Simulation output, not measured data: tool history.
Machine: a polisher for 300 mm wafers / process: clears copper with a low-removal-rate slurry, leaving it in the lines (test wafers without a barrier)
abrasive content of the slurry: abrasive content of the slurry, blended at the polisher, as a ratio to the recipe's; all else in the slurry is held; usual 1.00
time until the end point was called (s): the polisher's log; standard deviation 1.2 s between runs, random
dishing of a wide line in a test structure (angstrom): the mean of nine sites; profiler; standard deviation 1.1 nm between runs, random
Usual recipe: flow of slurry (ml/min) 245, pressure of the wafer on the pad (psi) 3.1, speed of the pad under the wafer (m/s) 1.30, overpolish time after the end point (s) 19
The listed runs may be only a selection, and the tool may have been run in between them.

| run | hour | flow of slurry (ml/min) | pressure of the wafer on the pad (psi) | speed of the pad under the wafer (m/s) | abrasive content of the slurry | overpolish time after the end point (s) | incoming thickness of the incoming film, nm | time until the end point was called (s) | dishing of a wide line in a test structure (angstrom) |
|---|---|---|---|---|---|---|---|---|---|
| 1 | 0.0 | 245 | 3.1 | 1.30 | 0.85 | 19 | 416.3 | 90.3 | 535 |
|  | 30.9 | slurry blender recalibrated |
| 2 | 38.5 | 245 | 3.1 | 1.30 | 0.85 | 19 | 408.7 | 88.3 | 513 |
| 3 | 97.8 | 245 | 3.4 | 1.30 | 1.00 | 19 | 415.6 | 82.1 | 582 |
| 4 | 150.1 | 245 | 3.1 | 1.30 | 1.00 | 19 | 415.2 | 86.5 | 534 |
| 5 | 203.7 | 245 | 3.1 | 1.30 | 1.00 | 19 | 415.2 | 86.3 | 530 |
| 6 | 267.8 | 245 | 3.1 | 1.30 | 1.00 | 19 | 407.7 | 86.9 | 543 |
| 7 | 324.2 | 245 | 3.1 | 1.54 | 1.00 | 19 | 416.1 | 74.9 | 632 |
|  | 344.4 | slurry nozzle cleaned |
| 8 | 385.1 | 285 | 3.1 | 1.30 | 0.90 | 19 | 415.9 | 89.7 | 550 |
|  | 415.7 | worn pad replaced by a new one |
|  | 418.9 | slurry blender recalibrated |
| 9 | 425.9 | 285 | 3.1 | 1.30 | 0.90 | 19 | 407.7 | 85.6 | 547 |
| 10 | 471.2 | 285 | 3.1 | 1.30 | 0.90 | 19 | 407.7 | 84.5 | 545 |
| 11 | 531.3 | 245 | 2.4 | 1.30 | 1.00 | 19 | 408.0 | 100.7 | 461 |
| 12 | 573.6 | 285 | 4.0 | 1.30 | 1.00 | 13 | 410.3 | 70.9 | 498 |
| 13 | 642.6 | 245 | 3.1 | 1.30 | 1.00 | 19 | 407.0 | 83.6 | 545 |
| 14 | 700.9 | 245 | 2.7 | 1.30 | 1.00 | 19 | 403.2 | 90.6 | 494 |
| 15 | 763.2 | 245 | 3.1 | 1.30 | 1.00 | 19 | 409.0 | 81.5 | 571 |
|  | 795.2 | worn pad replaced by a new one |
|  | 833.6 | slurry blender recalibrated |
| 16 | 834.6 | 220 | 2.2 | 0.86 | 1.20 | 19 | 411.3 | 154.9 | 336 |
| 17 | 897.9 | 300 | 3.4 | 1.30 | 0.75 | 19 | 417.8 | 81.3 | 578 |
| 18 | 966.2 | 245 | 3.1 | 1.30 | 1.00 | 19 | 405.1 | 78.5 | 554 |
|  | 1033.3 | head pressure recalibrated |
| 19 | 1037.2 | 245 | 3.1 | 1.30 | 1.00 | 19 | 409.5 | 86.3 | 534 |
| 20 | 1072.3 | 195 | 4.2 | 1.30 | 1.25 | 28 | 408.9 | 68.4 | 885 |
|  | 1156.7 | worn pad replaced by a new one |
|  | 1217.2 | slurry nozzle cleaned |
|  | 1221.9 | slurry blender recalibrated |
| 21 | 1232.2 | 245 | 3.1 | 1.30 | 1.00 | 19 | 414.1 | 87.7 | 555 |
| 22 | 1287.4 | 245 | 2.1 | 1.30 | 1.00 | 19 | 416.0 | 116.2 | 417 |
| 23 | 1324.4 | 310 | 2.0 | 0.94 | 1.00 | 19 | 416.3 | 160.6 | 315 |
| 24 | 1381.9 | 290 | 3.1 | 1.54 | 1.00 | 19 | 410.0 | 71.0 | 629 |
| 25 | 1436.2 | 175 | 2.2 | 1.30 | 1.00 | 30 | 407.3 | 110.7 | 581 |
| 26 | 1506.9 | 245 | 3.1 | 1.30 | 1.00 | 19 | 409.0 | 86.4 | 540 |
|  | 1556.6 | worn pad replaced by a new one |
| 27 | 1575.3 | 245 | 3.1 | 1.30 | 1.00 | 19 | 409.1 | 84.1 | 543 |
| 28 | 1641.1 | 215 | 3.1 | 1.52 | 0.85 | 19 | 405.1 | 74.3 | 609 |
|  | 1655.4 | slurry blender recalibrated |
| 29 | 1699.0 | 245 | 3.1 | 1.18 | 1.00 | 19 | 411.0 | 96.1 | 499 |

For each run, what was the tool's unlogged condition?
removal rate lost through wear of the pad, %: 0, the same for each run
slurry flow missing at the pad, %: 0, the same for each run
abrasive missing from the slurry, %: 0, the same for each run
H1: deviation of the head's pressure from its setpoint, %
| run | H1 |
|---|---|
| 1 | 2.52 |
| 2 | 2.58 |
| 3 | 2.72 |
| 4 | 2.89 |
| 5 | 3.12 |
| 6 | 3.46 |
| 7 | 3.82 |
| 8 | 4.28 |
| 9 | 4.62 |
| 10 | 5.03 |
| 11 | 5.64 |
| 12 | 6.1 |
| 13 | 6.93 |
| 14 | 7.7 |
| 15 | 8.58 |
| 16 | 9.68 |
| 17 | 10.7 |
| 18 | 11.9 |
| 19 | 0.734 |
| 20 | 0.747 |
| 21 | 1.09 |
| 22 | 1.31 |
| 23 | 1.49 |
| 24 | 1.82 |
| 25 | 2.18 |
| 26 | 2.74 |
| 27 | 3.36 |
| 28 | 4.03 |
| 29 | 4.69 |

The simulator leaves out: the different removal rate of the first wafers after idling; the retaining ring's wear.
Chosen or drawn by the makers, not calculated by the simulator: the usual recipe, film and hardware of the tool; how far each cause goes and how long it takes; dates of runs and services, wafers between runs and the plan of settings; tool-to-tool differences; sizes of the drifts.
